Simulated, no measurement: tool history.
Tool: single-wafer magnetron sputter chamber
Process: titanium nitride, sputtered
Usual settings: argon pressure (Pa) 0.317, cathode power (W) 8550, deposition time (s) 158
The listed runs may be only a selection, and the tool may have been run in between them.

run	hour	argon pressure (Pa)	cathode power (W)	deposition time (s)	wafers since the last listed run	wafers on the sputter target	hours since the last manometer calibration	hours since the magnet pack was replaced	hours since the gauge calibration	read-back reference wafer on the same gauge, thickness_nm	mean film thickness on the monitor wafer (nm)
1	0	0.317	8550	158	0	5807	1309	6571.6	133.8	235.07	257.256
2	7.7	0.317	8550	158	57	5865	1316.7	6579.3	141.5	235.019	256.977
3	17.7	0.317	8550	158	74	5940	1326.7	6589.3	151.5	234.994	256.812
4	28.6	0.317	8550	158	81	6021	1337.6	6600.2	162.4	235.028	256.42
5	38.7	0.317	8550	158	75	6097	1347.7	6610.3	172.5	235.023	256.364
6	44.8	0.237	9550	158	45	6142	1353.8	6616.4	178.6	235.02	287.96
7	52.7	0.317	8550	158	59	6201	1361.7	6624.3	186.5	234.979	255.794
8	67.6	0.317	8550	158	111	6313	1376.6	6639.2	201.4	234.996	255.616
9	76.9	0.317	8550	158	69	6382	1385.9	6648.5	210.7	234.985	255.242
# hour 94.7: magnet pack replaced
10	95.2	0.317	7200	158	77	6459	1404.2	0.5	229	235.049	221.955
11	103.7	0.317	7200	158	63	6523	1412.7	9	237.5	235.034	221.723
12	119.1	0.317	8550	158	115	6638	1428.1	24.4	252.9	235.04	254.7
# hour 131.9: sputter target and shields replaced
# hour 139.1: capacitance manometer re-zeroed and calibrated
13	139.6	0.317	8550	158	40	4	0.5	44.9	273.4	235.057	268.314
14	142	0.317	8550	158	17	21	2.9	47.3	275.8	234.971	269.252
15	151.9	0.281	9700	174	74	96	12.8	57.2	285.7	234.988	331.937
16	162.3	0.317	9400	158	77	173	23.2	67.6	296.1	235.04	289.89
17	174.5	0.317	8550	158	91	264	35.4	79.8	308.3	234.973	268.215
18	190.1	0.274	8550	158	116	381	51	95.4	323.9	234.896	271.8
# hour 190.4: gauge calibrated
19	206.4	0.317	8550	158	121	503	67.3	111.7	16	235.031	268.083
20	214	0.392	9550	182	56	560	74.9	119.3	23.6	234.956	330.61
21	227.4	0.317	8550	158	100	660	88.3	132.7	37	234.984	268.163
22	243.9	0.415	9450	172	123	783	104.8	149.2	53.5	234.983	307.265
23	251	0.317	7200	169	53	836	111.9	156.3	60.6	235.035	250.108
24	264.4	0.317	10050	158	100	937	125.3	169.7	74	235.002	306.519
25	280.6	0.441	9450	143	121	1058	141.5	185.9	90.2	235.021	253.292
26	287.3	0.317	8550	158	50	1108	148.2	192.6	96.9	234.933	268.409

Some steps in mean film thickness on the monitor wafer (nm) between neighbouring runs. How much of each would the tool show without its hidden state too (settings, what came in, random variation), and how much is left for the hidden state, with any gauge scatter that isn't in both results?
Hidden conditions of the tool in this case: deposition rate above that of a new target (%); true argon pressure above the setpoint (%); gauge reads high (%).
Run 11 -> 12: cathode power (W) 7200 -> 8550. mean film thickness on the monitor wafer (nm) +32.977: hidden state -2.238, all else +35.215.
Run 12 -> 13: sputter target and shields replaced, capacitance manometer re-zeroed and calibrated. mean film thickness on the monitor wafer (nm) +13.614: hidden state +13.953, all else -0.339.
Run 14 -> 15: argon pressure (Pa) 0.317 -> 0.281, cathode power (W) 8550 -> 9700, deposition time (s) 158 -> 174. mean film thickness on the monitor wafer (nm) +62.685: hidden state -0.084, all else +62.769.
Run 19 -> 20: argon pressure (Pa) 0.317 -> 0.392, cathode power (W) 8550 -> 9550, deposition time (s) 158 -> 182. mean film thickness on the monitor wafer (nm) +62.527: hidden state -0.12, all else +62.647.
